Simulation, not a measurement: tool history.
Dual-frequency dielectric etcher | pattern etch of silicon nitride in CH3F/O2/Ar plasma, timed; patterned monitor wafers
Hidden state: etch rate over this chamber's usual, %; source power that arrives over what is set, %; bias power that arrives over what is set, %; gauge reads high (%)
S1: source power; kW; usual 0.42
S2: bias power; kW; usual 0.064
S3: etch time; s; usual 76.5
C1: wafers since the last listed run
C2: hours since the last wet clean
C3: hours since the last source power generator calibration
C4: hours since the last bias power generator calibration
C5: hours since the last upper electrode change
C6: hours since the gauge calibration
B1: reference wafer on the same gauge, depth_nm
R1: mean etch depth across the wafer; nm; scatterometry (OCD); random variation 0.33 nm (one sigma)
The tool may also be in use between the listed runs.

run	hour	S1	S2	S3	C1	C2	C3	C4	C5	C6	B1	R1
1	0	0.42	0.064	76.5	0	381.9	4118.5	3383.5	4791	227.9	61.1	52.7
2	8.9	0.42	0.064	76.5	59	390.8	4127.4	3392.4	4799.9	236.8	61.2	52.3
3	26.3	0.42	0.064	76.5	116	408.2	4144.8	3409.8	4817.3	254.2	61	53.2
4	40.5	0.42	0.055	76.5	95	422.4	4159	3424	4831.5	268.4	61.2	49.3
5	52.3	0.42	0.055	76.5	79	434.2	4170.8	3435.8	4843.3	280.2	61.3	50.2
6	60.8	0.42	0.055	76.5	56	442.7	4179.3	3444.3	4851.8	288.7	61	49
7	66.9	0.42	0.064	76.5	40	448.8	4185.4	3450.4	4857.9	294.8	61.2	52
8	80.5	0.42	0.064	76.5	91	462.4	4199	3464	4871.5	308.4	61.2	52.2
9	94.6	0.42	0.075	84	94	476.5	4213.1	3478.1	4885.6	322.5	61.3	60.9
# hour 120.8: wet clean of the chamber
10	121.3	0.42	0.075	84	18	0.5	4239.8	3504.8	4912.3	349.2	61.2	64.2
11	121.7	0.42	0.075	84	2	0.9	4240.2	3505.2	4912.7	349.6	61.3	63
12	130.2	0.35	0.064	84	56	9.4	4248.7	3513.7	4921.2	358.1	61.1	55.1
13	140.9	0.34	0.064	76.5	71	20.1	4259.4	3524.4	4931.9	368.8	61.2	49.5
# hour 157.5: bias power generator calibrated
14	172.6	0.42	0.064	76.5	185	51.8	4291.1	15.1	4963.6	400.5	61.2	53.5
15	179.5	0.46	0.072	67	46	58.7	4298	22	4970.5	407.4	61.2	51.8
16	196.7	0.42	0.074	76.5	115	75.9	4315.2	39.2	4987.7	424.6	61.1	57.1
17	214.2	0.42	0.064	54.5	117	93.4	4332.7	56.7	5005.2	442.1	61.3	38.3
# hour 215.2: gauge calibrated
18	228.7	0.42	0.064	55.5	97	107.9	4347.2	71.2	5019.7	13.5	61.2	39.1
19	246	0.45	0.056	56	115	125.2	4364.5	88.5	5037	30.8	61.3	38.7
# hour 263.8: source power generator calibrated
# hour 270.7: upper electrode replaced, of another model than before
20	271.2	0.42	0.074	63.5	95	150.4	7.4	113.7	0.5	56	61.2	46.8
21	275.5	0.51	0.064	56	28	154.7	11.7	118	4.8	60.3	61.2	44.9
22	292.7	0.42	0.075	84	115	171.9	28.9	135.2	22	77.5	61.3	62.5
23	305.3	0.35	0.079	59.5	84	184.5	41.5	147.8	34.6	90.1	61.1	38.6
24	321.1	0.38	0.064	84.5	105	200.3	57.3	163.6	50.4	105.9	61.2	55.3
25	329.2	0.42	0.064	76.5	54	208.4	65.4	171.7	58.5	114	61.1	53.2
26	343.2	0.39	0.055	96	93	222.4	79.4	185.7	72.5	128	61.2	60.5
27	358.7	0.46	0.064	76.5	103	237.9	94.9	201.2	88	143.5	61.1	56.5
28	372.2	0.5	0.064	76.5	90	251.4	108.4	214.7	101.5	157	61.1	59.8
29	382.1	0.42	0.064	76.5	66	261.3	118.3	224.6	111.4	166.9	61.2	53.5
30	396.1	0.42	0.064	76.5	93	275.3	132.3	238.6	125.4	180.9	61.3	53
31	404.4	0.51	0.064	59.5	55	283.6	140.6	246.9	133.7	189.2	61.3	47.1

Hidden state at the last listed run before each entry between runs and at the first one after, where it differs:
Between runs 9 and 10: wet clean of the chamber (hour 120.8)
  etch rate over this chamber's usual, %: -4.34 -> 0.301
  measured less the result without the state, R1: -2.7 -> +0.2 nm
Between runs 13 and 14: bias power generator calibrated (hour 157.5)
  etch rate over this chamber's usual, %: 0.121 -> -0.171
  measured less the result without the state, R1: +0.1 -> -0.1 nm
Between runs 17 and 18: gauge calibrated (hour 215.2)
  etch rate over this chamber's usual, %: -0.554 -> -0.687
  measured less the result without the state, R1: -0.2 -> -0.3 nm
Between runs 19 and 20: source power generator calibrated (hour 263.8); upper electrode replaced, of another model than before (hour 270.7)
  etch rate over this chamber's usual, %: -0.847 -> -1.08
  measured less the result without the state, R1: -0.3 -> -0.5 nm

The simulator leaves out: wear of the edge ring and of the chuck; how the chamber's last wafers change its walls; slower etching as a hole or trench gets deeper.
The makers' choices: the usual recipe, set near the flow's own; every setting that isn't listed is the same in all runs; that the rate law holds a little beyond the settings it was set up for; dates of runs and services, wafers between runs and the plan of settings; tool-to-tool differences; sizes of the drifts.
